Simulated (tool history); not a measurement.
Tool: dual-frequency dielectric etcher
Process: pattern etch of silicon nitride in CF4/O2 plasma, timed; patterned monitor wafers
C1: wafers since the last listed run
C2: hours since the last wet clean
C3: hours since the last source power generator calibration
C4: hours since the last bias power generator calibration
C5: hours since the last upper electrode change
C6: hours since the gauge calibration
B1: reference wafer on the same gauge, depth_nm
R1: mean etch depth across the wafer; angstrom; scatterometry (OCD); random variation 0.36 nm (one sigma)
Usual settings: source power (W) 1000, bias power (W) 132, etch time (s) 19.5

run 1 day=0.000 | source_power_(W)=1000 bias_power_(W)=132 etch_time_(s)=19.5 | C1=0 C2=141.7 C3=4465.4 C4=2432.5 C5=4671.6 C6=282.0 | B1=76.6 | R1=662
run 2 day=0.962 | source_power_(W)=1000 bias_power_(W)=132 etch_time_(s)=19.5 | C1=336 C2=164.8 C3=4488.5 C4=2455.6 C5=4694.7 C6=305.1 | B1=76.6 | R1=657
run 3 day=1.583 | source_power_(W)=1000 bias_power_(W)=132 etch_time_(s)=19.5 | C1=216 C2=179.7 C3=4503.4 C4=2470.5 C5=4709.6 C6=320.0 | B1=76.6 | R1=655
run 4 day=2.788 | source_power_(W)=1000 bias_power_(W)=132 etch_time_(s)=19.5 | C1=420 C2=208.6 C3=4532.3 C4=2499.4 C5=4738.5 C6=348.9 | B1=76.7 | R1=655
run 5 day=3.521 | source_power_(W)=1140 bias_power_(W)=132 etch_time_(s)=19.5 | C1=256 C2=226.2 C3=4549.9 C4=2517.0 C5=4756.1 C6=366.5 | B1=76.6 | R1=747
run 6 day=4.462 | source_power_(W)=1140 bias_power_(W)=132 etch_time_(s)=19.5 | C1=328 C2=248.8 C3=4572.5 C4=2539.6 C5=4778.7 C6=389.1 | B1=76.6 | R1=746
run 7 day=5.367 | source_power_(W)=1000 bias_power_(W)=132 etch_time_(s)=19.5 | C1=315 C2=270.5 C3=4594.2 C4=2561.3 C5=4800.4 C6=410.8 | B1=76.7 | R1=656
run 8 day=6.438 | source_power_(W)=1000 bias_power_(W)=132 etch_time_(s)=19.5 | C1=373 C2=296.2 C3=4619.9 C4=2587.0 C5=4826.1 C6=436.5 | B1=76.6 | R1=653
run 9 day=7.225 | source_power_(W)=1000 bias_power_(W)=132 etch_time_(s)=19.5 | C1=274 C2=315.1 C3=4638.8 C4=2605.9 C5=4845.0 C6=455.4 | B1=76.6 | R1=657
run 10 day=8.438 | source_power_(W)=1000 bias_power_(W)=132 etch_time_(s)=19.5 | C1=423 C2=344.2 C3=4667.9 C4=2635.0 C5=4874.1 C6=484.5 | B1=76.5 | R1=651
-- day=8.708 source power generator calibrated
-- day=9.804 bias power generator calibrated
run 11 day=9.825 | source_power_(W)=1000 bias_power_(W)=132 etch_time_(s)=19.5 | C1=368 C2=377.5 C3=26.8 C4=0.5 C5=4907.4 C6=517.8 | B1=76.7 | R1=646
-- day=11.012 upper electrode replaced
run 12 day=11.033 | source_power_(W)=940 bias_power_(W)=132 etch_time_(s)=19.5 | C1=72 C2=406.5 C3=55.8 C4=29.5 C5=0.5 C6=546.8 | B1=76.7 | R1=603
run 13 day=11.175 | source_power_(W)=900 bias_power_(W)=132 etch_time_(s)=14.0 | C1=49 C2=409.9 C3=59.2 C4=32.9 C5=3.9 C6=550.2 | B1=76.7 | R1=413
-- day=11.588 gauge calibrated
run 14 day=12.262 | source_power_(W)=1000 bias_power_(W)=132 etch_time_(s)=19.5 | C1=379 C2=436.0 C3=85.3 C4=59.0 C5=30.0 C6=16.2 | B1=76.5 | R1=646

Forecast run 15:
run 15 day=13.129 | source_power_(W)=1000 bias_power_(W)=132 etch_time_(s)=19.5 | C1=302 C2=456.8 C3=106.1 C4=79.8 C5=50.8 C6=37.0 | B1=? | R1=?

Run 15 gave B1 76.5, R1 645 angstrom.
Without the tool's hidden state the same run would have given R1 668 angstrom.
